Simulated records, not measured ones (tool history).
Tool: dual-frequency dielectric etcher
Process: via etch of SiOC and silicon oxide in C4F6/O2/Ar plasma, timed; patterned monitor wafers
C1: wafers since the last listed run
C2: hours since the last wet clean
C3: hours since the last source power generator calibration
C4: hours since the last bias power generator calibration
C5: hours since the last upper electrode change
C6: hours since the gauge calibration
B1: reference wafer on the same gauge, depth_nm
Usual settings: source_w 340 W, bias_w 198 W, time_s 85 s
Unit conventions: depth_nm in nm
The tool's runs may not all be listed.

Run 1, hour 0: usual settings but source_w 290 W; C1 0; C2 354.5; C3 3186.1; C4 3012.8; C5 6382.1; C6 525.5; B1 83. Result: depth_nm 91.5 nm.
Run 2, hour 21.8: usual settings; C1 235; C2 376.3; C3 3207.9; C4 3034.6; C5 6403.9; C6 547.3; B1 83. Result: depth_nm 101.1 nm.
Run 3, hour 36.4: usual settings; C1 157; C2 390.9; C3 3222.5; C4 3049.2; C5 6418.5; C6 561.9; B1 83. Result: depth_nm 101 nm.
Run 4, hour 58: usual settings but bias_w 163 W, time_s 100 s; C1 233; C2 412.5; C3 3244.1; C4 3070.8; C5 6440.1; C6 583.5; B1 83.1. Result: depth_nm 111.5 nm.
Run 5, hour 83.2: usual settings; C1 272; C2 437.7; C3 3269.3; C4 3096; C5 6465.3; C6 608.7; B1 82.9. Result: depth_nm 100.6 nm.
Run 6, hour 95.3: usual settings; C1 130; C2 449.8; C3 3281.4; C4 3108.1; C5 6477.4; C6 620.8; B1 83. Result: depth_nm 100.6 nm.
At hour 126.8: wet clean of the chamber.
Run 7, hour 127.3: usual settings; C1 86; C2 0.5; C3 3313.4; C4 3140.1; C5 6509.4; C6 652.8; B1 83. Result: depth_nm 99.3 nm.
Run 8, hour 131.7: usual settings; C1 47; C2 4.9; C3 3317.8; C4 3144.5; C5 6513.8; C6 657.2; B1 83. Result: depth_nm 99.6 nm.
Run 9, hour 150.5: usual settings but source_w 380 W, time_s 71 s; C1 203; C2 23.7; C3 3336.6; C4 3163.3; C5 6532.6; C6 676; B1 83.1. Result: depth_nm 88.5 nm.
Run 10, hour 184.3: usual settings but source_w 380 W, time_s 71 s; C1 365; C2 57.5; C3 3370.4; C4 3197.1; C5 6566.4; C6 709.8; B1 83. Result: depth_nm 88.6 nm.
Run 11, hour 208.4: usual settings but source_w 380 W, time_s 71 s; C1 260; C2 81.6; C3 3394.5; C4 3221.2; C5 6590.5; C6 733.9; B1 83. Result: depth_nm 88.9 nm.
At hour 215.2: source power generator calibrated.
Run 12, hour 233.2: usual settings but source_w 280 W, bias_w 159 W; C1 224; C2 106.4; C3 18; C4 3246; C5 6615.3; C6 758.7; B1 83. Result: depth_nm 82.5 nm.
Run 13, hour 254.9: usual settings but source_w 280 W, bias_w 159 W; C1 234; C2 128.1; C3 39.7; C4 3267.7; C5 6637; C6 780.4; B1 83.1. Result: depth_nm 82.6 nm.
Run 14, hour 281.2: usual settings; C1 284; C2 154.4; C3 66; C4 3294; C5 6663.3; C6 806.7; B1 83. Result: depth_nm 99.7 nm.
Run 15, hour 310.8: usual settings but source_w 270 W, bias_w 170 W, time_s 108.5 s; C1 320; C2 184; C3 95.6; C4 3323.6; C5 6692.9; C6 836.3; B1 83. Result: depth_nm 105.5 nm.
At hour 323.3: bias power generator calibrated.
At hour 349.3: upper electrode replaced.
Run 16, hour 349.8: usual settings; C1 118; C2 223; C3 134.6; C4 26.5; C5 0.5; C6 875.3; B1 82.9. Result: depth_nm 100.1 nm.
Run 17, hour 370.8: usual settings but source_w 420 W; C1 227; C2 244; C3 155.6; C4 47.5; C5 21.5; C6 896.3; B1 83. Result: depth_nm 112.6 nm.
At hour 377.4: gauge calibrated.
Run 18, hour 435.4: usual settings but bias_w 157 W, time_s 78 s; C1 698; C2 308.6; C3 220.2; C4 112.1; C5 86.1; C6 58; B1 83.1. Result: depth_nm 85.8 nm.
Run 19, hour 457: usual settings but time_s 98.5 s; C1 233; C2 330.2; C3 241.8; C4 133.7; C5 107.7; C6 79.6; B1 82.9. Result: depth_nm 116 nm.
Run 20, hour 482.6: usual settings but source_w 300 W, bias_w 226 W; C1 276; C2 355.8; C3 267.4; C4 159.3; C5 133.3; C6 105.2; B1 83. Result: depth_nm 97.1 nm.
Run 21, hour 507: usual settings but source_w 260 W, bias_w 238 W, time_s 61 s; C1 263; C2 380.2; C3 291.8; C4 183.7; C5 157.7; C6 129.6; B1 83. Result: depth_nm 64.8 nm.
At hour 540.8: wet clean of the chamber.
Run 22, hour 541.3: usual settings but source_w 390 W; C1 111; C2 0.5; C3 326.1; C4 218; C5 192; C6 163.9; B1 83. Result: depth_nm 107.4 nm.
Run 23, hour 549.7: usual settings but source_w 380 W, time_s 71 s; C1 90; C2 8.9; C3 334.5; C4 226.4; C5 200.4; C6 172.3; B1 83. Result: depth_nm 88.2 nm.
Run 24, hour 578.7: usual settings but source_w 400 W, time_s 100.5 s; C1 313; C2 37.9; C3 363.5; C4 255.4; C5 229.4; C6 201.3; B1 83. Result: depth_nm 128.3 nm.
Run 25, hour 598.2: usual settings but source_w 270 W, time_s 93 s; C1 210; C2 57.4; C3 383; C4 274.9; C5 248.9; C6 220.8; B1 82.9. Result: depth_nm 94.1 nm.
Run 26, hour 628: usual settings but bias_w 236 W; C1 322; C2 87.2; C3 412.8; C4 304.7; C5 278.7; C6 250.6; B1 83. Result: depth_nm 105.2 nm.
Run 27, hour 642.6: usual settings but source_w 410 W, bias_w 247 W; C1 157; C2 101.8; C3 427.4; C4 319.3; C5 293.3; C6 265.2; B1 83.1. Result: depth_nm 118.1 nm.
Run 28, hour 666.8: usual settings but bias_w 218 W; C1 261; C2 126; C3 451.6; C4 343.5; C5 317.5; C6 289.4; B1 83. Result: depth_nm 102.5 nm.
Run 29, hour 683.6: usual settings but bias_w 229 W; C1 181; C2 142.8; C3 468.4; C4 360.3; C5 334.3; C6 306.2; B1 83.1. Result: depth_nm 104.5 nm.
Run 30, hour 704.6: usual settings but bias_w 160 W, time_s 76.5 s; C1 227; C2 163.8; C3 489.4; C4 381.3; C5 355.3; C6 327.2; B1 83. Result: depth_nm 83.6 nm.
Run 31, hour 728: usual settings but time_s 92.5 s; C1 253; C2 187.2; C3 512.8; C4 404.7; C5 378.7; C6 350.6; B1 83.1. Result: depth_nm 108.4 nm.

3 options for the next run, each taken on its own from the tool as it stands now. Forecast them:
Run A, hour 728.4: usual settings but bias_w 212 W; C1 4; C2 187.6; C3 513.2; C4 405.1; C5 379.1; C6 351; B1 ?. Result: depth_nm ?.
Run B, hour 728.4: usual settings but time_s 62 s; C1 4; C2 187.6; C3 513.2; C4 405.1; C5 379.1; C6 351; B1 ?. Result: depth_nm ?.
Run C, hour 728.4: usual settings but bias_w 166 W, time_s 96 s; C1 4; C2 187.6; C3 513.2; C4 405.1; C5 379.1; C6 351; B1 ?. Result: depth_nm ?.

run  B1  depth_nm
  A  83       102
  B  83      72.7
  C  83     106.5
Without the tool's unlogged condition, the same runs would have read:
run  depth_nm
  A     101.8
  B      72.6
  C     106.4

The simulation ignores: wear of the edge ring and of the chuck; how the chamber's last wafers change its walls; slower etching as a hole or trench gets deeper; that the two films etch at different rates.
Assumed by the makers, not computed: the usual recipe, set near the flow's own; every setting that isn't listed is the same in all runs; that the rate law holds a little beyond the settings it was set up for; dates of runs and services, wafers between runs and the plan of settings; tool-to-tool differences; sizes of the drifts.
